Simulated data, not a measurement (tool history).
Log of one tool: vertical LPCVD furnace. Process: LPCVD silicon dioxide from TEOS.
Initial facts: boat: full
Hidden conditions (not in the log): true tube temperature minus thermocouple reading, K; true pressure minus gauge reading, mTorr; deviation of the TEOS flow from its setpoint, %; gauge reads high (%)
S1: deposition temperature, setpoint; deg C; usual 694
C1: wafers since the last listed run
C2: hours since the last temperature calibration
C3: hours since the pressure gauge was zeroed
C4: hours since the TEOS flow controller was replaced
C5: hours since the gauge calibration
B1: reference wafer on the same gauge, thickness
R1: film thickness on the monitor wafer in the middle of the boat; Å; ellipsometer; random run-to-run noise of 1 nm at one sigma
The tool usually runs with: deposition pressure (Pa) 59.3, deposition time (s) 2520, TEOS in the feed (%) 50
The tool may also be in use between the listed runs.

{"run": 1, "day": 0.0, "S1": 694, "deposition pressure (Pa)": 59.3, "deposition time (s)": 2520, "TEOS in the feed (%)": 50, "C1": 0, "C2": 2639.0, "C3": 0.5, "C4": 5258.3, "C5": 832.4, "B1": 224.18, "R1": 3120.8}
{"day": 0.138, "done": "gauge calibrated"}
{"run": 2, "day": 0.333, "S1": 694, "deposition pressure (Pa)": 59.3, "deposition time (s)": 2520, "TEOS in the feed (%)": 50, "C1": 116, "C2": 2647.0, "C3": 8.5, "C4": 5266.3, "C5": 4.7, "B1": 224.0, "R1": 3105.7}
{"run": 3, "day": 1.058, "S1": 694, "deposition pressure (Pa)": 59.3, "deposition time (s)": 2520, "TEOS in the feed (%)": 50, "C1": 252, "C2": 2664.4, "C3": 25.9, "C4": 5283.7, "C5": 22.1, "B1": 223.65, "R1": 3105.2}
{"day": 2.546, "done": "thermocouples replaced and temperature profile calibrated"}
{"run": 4, "day": 2.567, "S1": 694, "deposition pressure (Pa)": 59.3, "deposition time (s)": 2520, "TEOS in the feed (%)": 50, "C1": 177, "C2": 0.5, "C3": 62.1, "C4": 5319.9, "C5": 58.3, "B1": 224.08, "R1": 2846.9}
{"day": 4.304, "done": "TEOS flow controller replaced"}
{"run": 5, "day": 4.325, "S1": 694, "deposition pressure (Pa)": 59.3, "deposition time (s)": 2520, "TEOS in the feed (%)": 50, "C1": 264, "C2": 42.7, "C3": 104.3, "C4": 0.5, "C5": 100.5, "B1": 223.92, "R1": 2844.0}
{"run": 6, "day": 4.55, "S1": 694, "deposition pressure (Pa)": 59.3, "deposition time (s)": 2520, "TEOS in the feed (%)": 50, "C1": 78, "C2": 48.1, "C3": 109.7, "C4": 5.9, "C5": 105.9, "B1": 224.28, "R1": 2829.7}
{"run": 7, "day": 5.058, "S1": 685, "deposition pressure (Pa)": 74.0, "deposition time (s)": 2520, "TEOS in the feed (%)": 42, "C1": 177, "C2": 60.3, "C3": 121.9, "C4": 18.1, "C5": 118.1, "B1": 224.18, "R1": 2336.2}
{"run": 8, "day": 6.092, "S1": 694, "deposition pressure (Pa)": 59.3, "deposition time (s)": 2250, "TEOS in the feed (%)": 50, "C1": 359, "C2": 85.1, "C3": 146.7, "C4": 42.9, "C5": 142.9, "B1": 224.0, "R1": 2506.1}
{"run": 9, "day": 7.133, "S1": 694, "deposition pressure (Pa)": 68.0, "deposition time (s)": 2520, "TEOS in the feed (%)": 50, "C1": 362, "C2": 110.1, "C3": 171.7, "C4": 67.9, "C5": 167.9, "B1": 224.02, "R1": 3038.5}
{"run": 10, "day": 7.875, "S1": 694, "deposition pressure (Pa)": 59.3, "deposition time (s)": 2520, "TEOS in the feed (%)": 50, "C1": 258, "C2": 127.9, "C3": 189.5, "C4": 85.7, "C5": 185.7, "B1": 224.26, "R1": 2823.5}
{"run": 11, "day": 9.092, "S1": 699, "deposition pressure (Pa)": 59.3, "deposition time (s)": 2520, "TEOS in the feed (%)": 50, "C1": 423, "C2": 157.1, "C3": 218.7, "C4": 114.9, "C5": 214.9, "B1": 223.67, "R1": 3182.4}
{"run": 12, "day": 10.317, "S1": 694, "deposition pressure (Pa)": 70.0, "deposition time (s)": 1740, "TEOS in the feed (%)": 50, "C1": 426, "C2": 186.5, "C3": 248.1, "C4": 144.3, "C5": 244.3, "B1": 223.94, "R1": 2128.9}
{"run": 13, "day": 10.917, "S1": 694, "deposition pressure (Pa)": 59.3, "deposition time (s)": 2520, "TEOS in the feed (%)": 50, "C1": 209, "C2": 200.9, "C3": 262.5, "C4": 158.7, "C5": 258.7, "B1": 223.99, "R1": 2834.0}
{"run": 14, "day": 11.621, "S1": 694, "deposition pressure (Pa)": 59.3, "deposition time (s)": 1530, "TEOS in the feed (%)": 50, "C1": 245, "C2": 217.8, "C3": 279.4, "C4": 175.6, "C5": 275.6, "B1": 224.08, "R1": 1718.9}
{"run": 15, "day": 12.721, "S1": 694, "deposition pressure (Pa)": 59.3, "deposition time (s)": 2520, "TEOS in the feed (%)": 59, "C1": 383, "C2": 244.2, "C3": 305.8, "C4": 202.0, "C5": 302.0, "B1": 223.95, "R1": 3060.7}
{"run": 16, "day": 14.021, "S1": 694, "deposition pressure (Pa)": 59.3, "deposition time (s)": 2520, "TEOS in the feed (%)": 50, "C1": 452, "C2": 275.4, "C3": 337.0, "C4": 233.2, "C5": 333.2, "B1": 224.03, "R1": 2829.8}
{"run": 17, "day": 15.225, "S1": 699, "deposition pressure (Pa)": 59.3, "deposition time (s)": 2910, "TEOS in the feed (%)": 58, "C1": 419, "C2": 304.3, "C3": 365.9, "C4": 262.1, "C5": 362.1, "B1": 224.01, "R1": 3970.6}
{"run": 18, "day": 16.342, "S1": 694, "deposition pressure (Pa)": 59.3, "deposition time (s)": 2520, "TEOS in the feed (%)": 50, "C1": 389, "C2": 331.1, "C3": 392.7, "C4": 288.9, "C5": 388.9, "B1": 223.96, "R1": 2833.8}
{"run": 19, "day": 17.458, "S1": 701, "deposition pressure (Pa)": 59.3, "deposition time (s)": 3240, "TEOS in the feed (%)": 53, "C1": 389, "C2": 357.9, "C3": 419.5, "C4": 315.7, "C5": 415.7, "B1": 223.97, "R1": 4420.7}
{"run": 20, "day": 18.725, "S1": 697, "deposition pressure (Pa)": 48.7, "deposition time (s)": 2520, "TEOS in the feed (%)": 59, "C1": 441, "C2": 388.3, "C3": 449.9, "C4": 346.1, "C5": 446.1, "B1": 224.07, "R1": 2970.4}
{"run": 21, "day": 19.362, "S1": 694, "deposition pressure (Pa)": 59.3, "deposition time (s)": 2520, "TEOS in the feed (%)": 50, "C1": 222, "C2": 403.6, "C3": 465.2, "C4": 361.4, "C5": 461.4, "B1": 224.03, "R1": 2821.8}
{"run": 22, "day": 20.058, "S1": 694, "deposition pressure (Pa)": 59.3, "deposition time (s)": 2520, "TEOS in the feed (%)": 50, "C1": 242, "C2": 420.3, "C3": 481.9, "C4": 378.1, "C5": 478.1, "B1": 224.32, "R1": 2805.4}
{"run": 23, "day": 21.233, "S1": 694, "deposition pressure (Pa)": 59.3, "deposition time (s)": 2520, "TEOS in the feed (%)": 50, "C1": 409, "C2": 448.5, "C3": 510.1, "C4": 406.3, "C5": 506.3, "B1": 224.04, "R1": 2836.8}
{"run": 24, "day": 21.8, "S1": 694, "deposition pressure (Pa)": 59.3, "deposition time (s)": 1530, "TEOS in the feed (%)": 50, "C1": 197, "C2": 462.1, "C3": 523.7, "C4": 419.9, "C5": 519.9, "B1": 223.95, "R1": 1732.4}
{"run": 25, "day": 23.204, "S1": 689, "deposition pressure (Pa)": 46.0, "deposition time (s)": 2520, "TEOS in the feed (%)": 42, "C1": 489, "C2": 495.8, "C3": 557.4, "C4": 453.6, "C5": 553.6, "B1": 224.09, "R1": 2029.2}

Run 26 is up next; what results do you expect?
{"run": 26, "day": 23.925, "S1": 685, "deposition pressure (Pa)": 59.3, "deposition time (s)": 2520, "TEOS in the feed (%)": 44, "C1": 251, "C2": 513.1, "C3": 574.7, "C4": 470.9, "C5": 570.9, "B1": "?", "R1": "?"}

B1: 223.94
R1: 2156.1 Å
Had the tool carried no hidden state, the very same run would have given R1 2124.9 Å.
